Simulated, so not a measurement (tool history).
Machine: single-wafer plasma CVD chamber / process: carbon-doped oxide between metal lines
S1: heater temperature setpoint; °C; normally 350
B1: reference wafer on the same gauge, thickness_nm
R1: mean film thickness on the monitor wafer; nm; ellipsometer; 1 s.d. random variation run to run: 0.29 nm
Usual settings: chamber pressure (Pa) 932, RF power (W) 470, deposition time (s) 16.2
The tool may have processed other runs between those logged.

run 1 day=0 | S1=350 chamber_pressure_(Pa)=932 RF_power_(W)=470 deposition_time_(s)=16.2 | B1=77.313 | R1=88.442
run 2 day=2.017 | S1=340 chamber_pressure_(Pa)=932 RF_power_(W)=470 deposition_time_(s)=16.2 | B1=77.283 | R1=91.398
run 3 day=4.042 | S1=340 chamber_pressure_(Pa)=932 RF_power_(W)=470 deposition_time_(s)=16.2 | B1=77.289 | R1=91.033
run 4 day=5.679 | S1=355 chamber_pressure_(Pa)=932 RF_power_(W)=470 deposition_time_(s)=16.2 | B1=77.238 | R1=87.341
run 5 day=6.692 | S1=355 chamber_pressure_(Pa)=932 RF_power_(W)=470 deposition_time_(s)=16.2 | B1=77.264 | R1=87.558
run 6 day=7.988 | S1=355 chamber_pressure_(Pa)=932 RF_power_(W)=470 deposition_time_(s)=16.2 | B1=77.329 | R1=87.189
run 7 day=10.921 | S1=350 chamber_pressure_(Pa)=796 RF_power_(W)=400 deposition_time_(s)=16.2 | B1=77.309 | R1=77.907
run 8 day=13.158 | S1=350 chamber_pressure_(Pa)=932 RF_power_(W)=500 deposition_time_(s)=16.2 | B1=77.293 | R1=92.416
run 9 day=15.217 | S1=350 chamber_pressure_(Pa)=932 RF_power_(W)=500 deposition_time_(s)=16.2 | B1=77.353 | R1=91.899
-- day=16.883 thermocouple changed; heater temperature recalibrated
run 10 day=17.196 | S1=350 chamber_pressure_(Pa)=932 RF_power_(W)=500 deposition_time_(s)=16.2 | B1=77.251 | R1=92.161
run 11 day=19.25 | S1=343 chamber_pressure_(Pa)=932 RF_power_(W)=470 deposition_time_(s)=15.4 | B1=77.335 | R1=86.534
run 12 day=20.675 | S1=343 chamber_pressure_(Pa)=932 RF_power_(W)=470 deposition_time_(s)=15.4 | B1=77.248 | R1=86.039
run 13 day=22.112 | S1=343 chamber_pressure_(Pa)=932 RF_power_(W)=470 deposition_time_(s)=15.4 | B1=77.332 | R1=86.801
run 14 day=24.633 | S1=344 chamber_pressure_(Pa)=1067 RF_power_(W)=470 deposition_time_(s)=13.2 | B1=77.331 | R1=74.043
run 15 day=26.579 | S1=355 chamber_pressure_(Pa)=932 RF_power_(W)=470 deposition_time_(s)=16.2 | B1=77.306 | R1=87.427
run 16 day=32.262 | S1=337 chamber_pressure_(Pa)=932 RF_power_(W)=415 deposition_time_(s)=16.2 | B1=77.3 | R1=84.514
-- day=33.192 showerhead replaced
run 17 day=33.321 | S1=350 chamber_pressure_(Pa)=932 RF_power_(W)=470 deposition_time_(s)=16.2 | B1=77.368 | R1=88.689
-- day=35.292 capacitance manometer re-zeroed and calibrated
run 18 day=35.567 | S1=342 chamber_pressure_(Pa)=1117 RF_power_(W)=495 deposition_time_(s)=17.1 | B1=77.33 | R1=99.9
-- day=36.729 gauge calibrated
run 19 day=37.979 | S1=350 chamber_pressure_(Pa)=932 RF_power_(W)=470 deposition_time_(s)=17.2 | B1=77.316 | R1=94.146
-- day=42.008 RF generator calibrated
run 20 day=42.417 | S1=350 chamber_pressure_(Pa)=932 RF_power_(W)=470 deposition_time_(s)=14.6 | B1=77.33 | R1=79.739
run 21 day=43.496 | S1=342 chamber_pressure_(Pa)=1117 RF_power_(W)=495 deposition_time_(s)=17.1 | B1=77.242 | R1=99.875
run 22 day=44.967 | S1=350 chamber_pressure_(Pa)=932 RF_power_(W)=470 deposition_time_(s)=17.9 | B1=77.283 | R1=96.97
run 23 day=46.071 | S1=365 chamber_pressure_(Pa)=932 RF_power_(W)=470 deposition_time_(s)=16.2 | B1=77.293 | R1=84.655
run 24 day=49.029 | S1=341 chamber_pressure_(Pa)=932 RF_power_(W)=470 deposition_time_(s)=18.3 | B1=77.31 | R1=102.459
run 25 day=50.925 | S1=350 chamber_pressure_(Pa)=932 RF_power_(W)=470 deposition_time_(s)=16.2 | B1=77.254 | R1=88.882
run 26 day=52.742 | S1=350 chamber_pressure_(Pa)=932 RF_power_(W)=500 deposition_time_(s)=16.2 | B1=77.246 | R1=92.204
run 27 day=53.783 | S1=350 chamber_pressure_(Pa)=1123 RF_power_(W)=545 deposition_time_(s)=14.7 | B1=77.281 | R1=89.496

Alternative continuations, all from the tool just after run 27; predict every row:
run A day=53.8 | S1=350 chamber_pressure_(Pa)=932 RF_power_(W)=405 deposition_time_(s)=16.2 | B1=? | R1=?
run B day=53.8 | S1=339 chamber_pressure_(Pa)=769 RF_power_(W)=470 deposition_time_(s)=18.7 | B1=? | R1=?
run C day=53.8 | S1=350 chamber_pressure_(Pa)=803 RF_power_(W)=470 deposition_time_(s)=16.2 | B1=? | R1=?
run D day=53.8 | S1=350 chamber_pressure_(Pa)=932 RF_power_(W)=520 deposition_time_(s)=16.2 | B1=? | R1=?

run=A B1=77.362 R1=79.781
run=B B1=77.362 R1=104.416
run=C B1=77.362 R1=87.895
run=D B1=77.362 R1=94.95
Without the tool's unlogged condition, the same runs would have read:
run=A R1=79.781
run=B R1=104.416
run=C R1=87.895
run=D R1=94.95
